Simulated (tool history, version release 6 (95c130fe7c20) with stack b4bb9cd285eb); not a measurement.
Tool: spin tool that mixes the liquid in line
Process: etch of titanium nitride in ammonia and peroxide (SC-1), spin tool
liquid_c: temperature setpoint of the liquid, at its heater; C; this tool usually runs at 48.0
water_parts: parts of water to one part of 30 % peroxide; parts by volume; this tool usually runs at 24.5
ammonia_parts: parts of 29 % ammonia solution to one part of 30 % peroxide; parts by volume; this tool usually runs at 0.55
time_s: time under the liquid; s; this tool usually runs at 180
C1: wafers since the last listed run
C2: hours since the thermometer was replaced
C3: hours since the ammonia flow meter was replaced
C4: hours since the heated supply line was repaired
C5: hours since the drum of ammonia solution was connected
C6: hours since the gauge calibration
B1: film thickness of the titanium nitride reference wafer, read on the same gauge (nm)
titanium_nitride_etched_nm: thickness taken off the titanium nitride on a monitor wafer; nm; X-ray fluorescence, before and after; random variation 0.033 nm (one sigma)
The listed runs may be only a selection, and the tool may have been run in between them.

run 1 day=0.000 | liquid_c=48.0 water_parts=24.5 ammonia_parts=0.55 time_s=180 | C1=0 C2=1307.3 C3=1208.2 C4=827.7 C5=280.9 C6=546.2 | B1=50.014 | titanium_nitride_etched_nm=3.415
run 2 day=2.700 | liquid_c=48.0 water_parts=24.5 ammonia_parts=0.55 time_s=180 | C1=341 C2=1372.1 C3=1273.0 C4=892.5 C5=345.7 C6=611.0 | B1=49.998 | titanium_nitride_etched_nm=3.399
run 3 day=4.188 | liquid_c=48.0 water_parts=24.5 ammonia_parts=0.55 time_s=180 | C1=187 C2=1407.8 C3=1308.7 C4=928.2 C5=381.4 C6=646.7 | B1=49.964 | titanium_nitride_etched_nm=3.376
-- day=7.238 new drum of ammonia solution connected
run 4 day=7.725 | liquid_c=48.0 water_parts=24.5 ammonia_parts=0.55 time_s=180 | C1=441 C2=1492.7 C3=1393.6 C4=1013.1 C5=11.7 C6=731.6 | B1=50.017 | titanium_nitride_etched_nm=3.393
run 5 day=9.808 | liquid_c=48.0 water_parts=24.5 ammonia_parts=0.55 time_s=180 | C1=263 C2=1542.7 C3=1443.6 C4=1063.1 C5=61.7 C6=781.6 | B1=49.965 | titanium_nitride_etched_nm=3.350
-- day=12.167 heated supply line repaired
run 6 day=12.621 | liquid_c=48.0 water_parts=24.5 ammonia_parts=0.55 time_s=180 | C1=349 C2=1610.2 C3=1511.1 C4=10.9 C5=129.2 C6=849.1 | B1=50.010 | titanium_nitride_etched_nm=3.348
-- day=12.679 gauge calibrated
run 7 day=15.342 | liquid_c=40.0 water_parts=24.5 ammonia_parts=0.55 time_s=180 | C1=343 C2=1675.5 C3=1576.4 C4=76.2 C5=194.5 C6=63.9 | B1=49.991 | titanium_nitride_etched_nm=1.882
-- day=15.992 ammonia flow meter replaced
run 8 day=16.633 | liquid_c=48.0 water_parts=24.5 ammonia_parts=0.55 time_s=180 | C1=157 C2=1706.5 C3=15.4 C4=107.2 C5=225.5 C6=94.9 | B1=50.004 | titanium_nitride_etched_nm=3.288
run 9 day=17.704 | liquid_c=48.0 water_parts=24.5 ammonia_parts=0.85 time_s=180 | C1=135 C2=1732.2 C3=41.1 C4=132.9 C5=251.2 C6=120.6 | B1=50.037 | titanium_nitride_etched_nm=3.562
-- day=18.238 thermometer replaced
run 10 day=19.733 | liquid_c=48.0 water_parts=24.5 ammonia_parts=0.45 time_s=180 | C1=251 C2=35.9 C3=89.8 C4=181.6 C5=299.9 C6=169.3 | B1=50.009 | titanium_nitride_etched_nm=2.943
run 11 day=22.075 | liquid_c=40.0 water_parts=24.5 ammonia_parts=0.65 time_s=180 | C1=295 C2=92.1 C3=146.0 C4=237.8 C5=356.1 C6=225.5 | B1=49.999 | titanium_nitride_etched_nm=1.729
run 12 day=24.029 | liquid_c=43.5 water_parts=24.5 ammonia_parts=0.55 time_s=180 | C1=246 C2=139.0 C3=192.9 C4=284.7 C5=403.0 C6=272.4 | B1=50.012 | titanium_nitride_etched_nm=2.184
-- day=24.921 thermometer replaced, repeated, since the last time left the tool worse
-- day=26.067 new drum of ammonia solution connected
run 13 day=26.675 | liquid_c=48.0 water_parts=24.5 ammonia_parts=0.55 time_s=180 | C1=323 C2=42.1 C3=256.4 C4=348.2 C5=14.6 C6=335.9 | B1=49.937 | titanium_nitride_etched_nm=3.830
run 14 day=28.458 | liquid_c=48.0 water_parts=24.5 ammonia_parts=0.55 time_s=180 | C1=225 C2=84.9 C3=299.2 C4=391.0 C5=57.4 C6=378.7 | B1=50.025 | titanium_nitride_etched_nm=3.771

Run 15, settings as shown, results not yet in. Your forecast:
run 15 day=30.371 | liquid_c=43.5 water_parts=32.5 ammonia_parts=0.40 time_s=180 | C1=241 C2=130.8 C3=345.1 C4=436.9 C5=103.3 C6=424.6 | B1=? | titanium_nitride_etched_nm=?

B1: 49.987
titanium_nitride_etched_nm: 2.190 nm
Had the tool carried no hidden state, the very same run would have given titanium_nitride_etched_nm 2.221 nm.
